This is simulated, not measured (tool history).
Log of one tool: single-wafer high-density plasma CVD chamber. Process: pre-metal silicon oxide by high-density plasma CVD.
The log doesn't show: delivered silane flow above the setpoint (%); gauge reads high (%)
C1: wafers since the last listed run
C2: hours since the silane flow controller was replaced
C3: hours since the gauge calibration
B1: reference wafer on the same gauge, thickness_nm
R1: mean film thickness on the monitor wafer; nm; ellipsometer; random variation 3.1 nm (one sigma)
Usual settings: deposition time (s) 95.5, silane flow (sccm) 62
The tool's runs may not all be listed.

{"run": 1, "hour": 0.0, "deposition time (s)": 95.5, "silane flow (sccm)": 62, "C1": 0, "C2": 3098.8, "C3": 621.1, "B1": 493.376, "R1": 608.254}
{"run": 2, "hour": 57.8, "deposition time (s)": 95.5, "silane flow (sccm)": 65, "C1": 857, "C2": 3156.6, "C3": 678.9, "B1": 493.914, "R1": 629.554}
{"run": 3, "hour": 108.1, "deposition time (s)": 95.5, "silane flow (sccm)": 62, "C1": 746, "C2": 3206.9, "C3": 729.2, "B1": 494.046, "R1": 608.734}
{"run": 4, "hour": 147.4, "deposition time (s)": 95.5, "silane flow (sccm)": 62, "C1": 583, "C2": 3246.2, "C3": 768.5, "B1": 494.529, "R1": 600.743}
{"run": 5, "hour": 254.1, "deposition time (s)": 95.5, "silane flow (sccm)": 62, "C1": 1583, "C2": 3352.9, "C3": 875.2, "B1": 493.141, "R1": 607.514}
{"run": 6, "hour": 351.8, "deposition time (s)": 95.5, "silane flow (sccm)": 62, "C1": 1450, "C2": 3450.6, "C3": 972.9, "B1": 495.359, "R1": 614.681}
{"run": 7, "hour": 444.4, "deposition time (s)": 95.5, "silane flow (sccm)": 62, "C1": 1374, "C2": 3543.2, "C3": 1065.5, "B1": 494.267, "R1": 610.871}
{"run": 8, "hour": 521.0, "deposition time (s)": 106.2, "silane flow (sccm)": 62, "C1": 1136, "C2": 3619.8, "C3": 1142.1, "B1": 494.764, "R1": 667.967}
{"run": 9, "hour": 615.6, "deposition time (s)": 106.2, "silane flow (sccm)": 62, "C1": 1404, "C2": 3714.4, "C3": 1236.7, "B1": 493.773, "R1": 674.354}
{"run": 10, "hour": 708.8, "deposition time (s)": 106.2, "silane flow (sccm)": 62, "C1": 1383, "C2": 3807.6, "C3": 1329.9, "B1": 495.268, "R1": 674.283}
{"run": 11, "hour": 755.6, "deposition time (s)": 95.5, "silane flow (sccm)": 62, "C1": 694, "C2": 3854.4, "C3": 1376.7, "B1": 493.999, "R1": 608.396}
{"run": 12, "hour": 927.4, "deposition time (s)": 109.1, "silane flow (sccm)": 68, "C1": 2550, "C2": 4026.2, "C3": 1548.5, "B1": 493.306, "R1": 743.027}
{"run": 13, "hour": 1121.1, "deposition time (s)": 109.1, "silane flow (sccm)": 68, "C1": 2875, "C2": 4219.9, "C3": 1742.2, "B1": 494.721, "R1": 746.707}
{"run": 14, "hour": 1227.6, "deposition time (s)": 95.5, "silane flow (sccm)": 55, "C1": 1580, "C2": 4326.4, "C3": 1848.7, "B1": 492.799, "R1": 551.532}
{"run": 15, "hour": 1470.7, "deposition time (s)": 81.3, "silane flow (sccm)": 73, "C1": 3608, "C2": 4569.5, "C3": 2091.8, "B1": 493.503, "R1": 590.769}
{"hour": 1502.2, "done": "silane flow controller replaced"}
{"run": 16, "hour": 1514.6, "deposition time (s)": 95.5, "silane flow (sccm)": 62, "C1": 532, "C2": 12.4, "C3": 2135.7, "B1": 492.964, "R1": 608.889}
{"run": 17, "hour": 1603.9, "deposition time (s)": 112.2, "silane flow (sccm)": 69, "C1": 1325, "C2": 101.7, "C3": 2225, "B1": 493.999, "R1": 771.636}
{"run": 18, "hour": 1702.3, "deposition time (s)": 95.5, "silane flow (sccm)": 68, "C1": 1460, "C2": 200.1, "C3": 2323.4, "B1": 494.796, "R1": 648.225}
{"run": 19, "hour": 1786.3, "deposition time (s)": 104, "silane flow (sccm)": 62, "C1": 1246, "C2": 284.1, "C3": 2407.4, "B1": 494.582, "R1": 662.814}
{"run": 20, "hour": 1869.5, "deposition time (s)": 95.5, "silane flow (sccm)": 62, "C1": 1234, "C2": 367.3, "C3": 2490.6, "B1": 495.652, "R1": 608.338}
{"run": 21, "hour": 1915.3, "deposition time (s)": 79, "silane flow (sccm)": 72, "C1": 679, "C2": 413.1, "C3": 2536.4, "B1": 493.591, "R1": 564.469}
{"hour": 1939.0, "done": "gauge calibrated"}
{"run": 22, "hour": 2067.4, "deposition time (s)": 79.3, "silane flow (sccm)": 74, "C1": 2257, "C2": 565.2, "C3": 128.4, "B1": 494.79, "R1": 578.733}
{"run": 23, "hour": 2161.5, "deposition time (s)": 79, "silane flow (sccm)": 71, "C1": 1396, "C2": 659.3, "C3": 222.5, "B1": 495.079, "R1": 556.909}
{"run": 24, "hour": 2229.1, "deposition time (s)": 79.7, "silane flow (sccm)": 74, "C1": 1003, "C2": 726.9, "C3": 290.1, "B1": 493.593, "R1": 584.332}
{"run": 25, "hour": 2290.3, "deposition time (s)": 95.5, "silane flow (sccm)": 62, "C1": 908, "C2": 788.1, "C3": 351.3, "B1": 493.885, "R1": 607.023}
{"run": 26, "hour": 2378.0, "deposition time (s)": 95.5, "silane flow (sccm)": 73, "C1": 1301, "C2": 875.8, "C3": 439, "B1": 493.597, "R1": 690.424}
{"run": 27, "hour": 2477.2, "deposition time (s)": 88.7, "silane flow (sccm)": 71, "C1": 1472, "C2": 975, "C3": 538.2, "B1": 494.085, "R1": 628.779}
{"run": 28, "hour": 2529.7, "deposition time (s)": 109.2, "silane flow (sccm)": 57, "C1": 779, "C2": 1027.5, "C3": 590.7, "B1": 494.552, "R1": 647.173}

Hidden state at the last listed run before each entry between runs and at the first one after, where it differs:
Between runs 15 and 16: silane flow controller replaced (hour 1502.2)
  no hidden state differs between the two runs
Between runs 21 and 22: gauge calibrated (hour 1939)
  no hidden state differs between the two runs
